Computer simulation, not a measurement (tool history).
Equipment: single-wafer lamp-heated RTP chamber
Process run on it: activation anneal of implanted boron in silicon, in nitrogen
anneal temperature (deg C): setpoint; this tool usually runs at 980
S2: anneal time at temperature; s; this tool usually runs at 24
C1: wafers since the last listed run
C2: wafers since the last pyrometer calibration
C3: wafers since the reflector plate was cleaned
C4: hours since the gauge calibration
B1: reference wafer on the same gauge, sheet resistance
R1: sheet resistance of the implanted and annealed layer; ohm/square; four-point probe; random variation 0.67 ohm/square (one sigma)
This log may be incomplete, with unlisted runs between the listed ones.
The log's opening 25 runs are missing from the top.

run 26 day=13.088 | anneal_temperature_(deg_C)=980 S2=24 | C1=156 C2=2014 C3=176 C4=433.6 | B1=392.15 | R1=441.27
run 27 day=13.529 | anneal_temperature_(deg_C)=1008 S2=24 | C1=146 C2=2160 C3=322 C4=444.2 | B1=391.9 | R1=432.18
run 28 day=13.888 | anneal_temperature_(deg_C)=980 S2=24 | C1=118 C2=2279 C3=441 C4=452.8 | B1=391.94 | R1=440.93
run 29 day=14.162 | anneal_temperature_(deg_C)=1005 S2=12 | C1=91 C2=2371 C3=533 C4=459.4 | B1=392.04 | R1=433.72
run 30 day=14.417 | anneal_temperature_(deg_C)=965 S2=24 | C1=84 C2=2455 C3=617 C4=465.5 | B1=392.09 | R1=453.73
-- day=14.783 gauge calibrated
run 31 day=15.162 | anneal_temperature_(deg_C)=1000 S2=35 | C1=247 C2=2702 C3=864 C4=9.1 | B1=392.02 | R1=432.02
run 32 day=15.533 | anneal_temperature_(deg_C)=990 S2=12 | C1=123 C2=2825 C3=987 C4=18 | B1=391.95 | R1=438.96
run 33 day=15.9 | anneal_temperature_(deg_C)=980 S2=24 | C1=121 C2=2947 C3=1109 C4=26.8 | B1=391.8 | R1=440.74
run 34 day=16.912 | anneal_temperature_(deg_C)=988 S2=12 | C1=335 C2=3283 C3=1445 C4=51.1 | B1=391.99 | R1=439.43
run 35 day=19.038 | anneal_temperature_(deg_C)=980 S2=11 | C1=705 C2=3988 C3=2150 C4=102.1 | B1=391.96 | R1=443.6
run 36 day=19.767 | anneal_temperature_(deg_C)=1002 S2=20 | C1=241 C2=4230 C3=2392 C4=119.6 | B1=391.89 | R1=432.54
run 37 day=20.171 | anneal_temperature_(deg_C)=980 S2=29 | C1=134 C2=4364 C3=2526 C4=129.3 | B1=391.89 | R1=437.93
run 38 day=20.8 | anneal_temperature_(deg_C)=980 S2=24 | C1=208 C2=4573 C3=2735 C4=144.4 | B1=391.98 | R1=439.08

Branching from run 38: 3 alternative next runs. What would each branch give?
run A day=20.817 | anneal_temperature_(deg_C)=980 S2=24 | C1=5 C2=4578 C3=2740 C4=144.8 | B1=? | R1=?
run B day=20.817 | anneal_temperature_(deg_C)=989 S2=35 | C1=5 C2=4578 C3=2740 C4=144.8 | B1=? | R1=?
run C day=20.817 | anneal_temperature_(deg_C)=1003 S2=12 | C1=5 C2=4578 C3=2740 C4=144.8 | B1=? | R1=?

run=A B1=392.05 R1=437.93
run=B B1=392.05 R1=433.15
run=C B1=392.05 R1=433.42
With no hidden state in the tool, these same runs would have given:
run=A R1=443.53
run=B R1=436.18
run=C R1=435.62

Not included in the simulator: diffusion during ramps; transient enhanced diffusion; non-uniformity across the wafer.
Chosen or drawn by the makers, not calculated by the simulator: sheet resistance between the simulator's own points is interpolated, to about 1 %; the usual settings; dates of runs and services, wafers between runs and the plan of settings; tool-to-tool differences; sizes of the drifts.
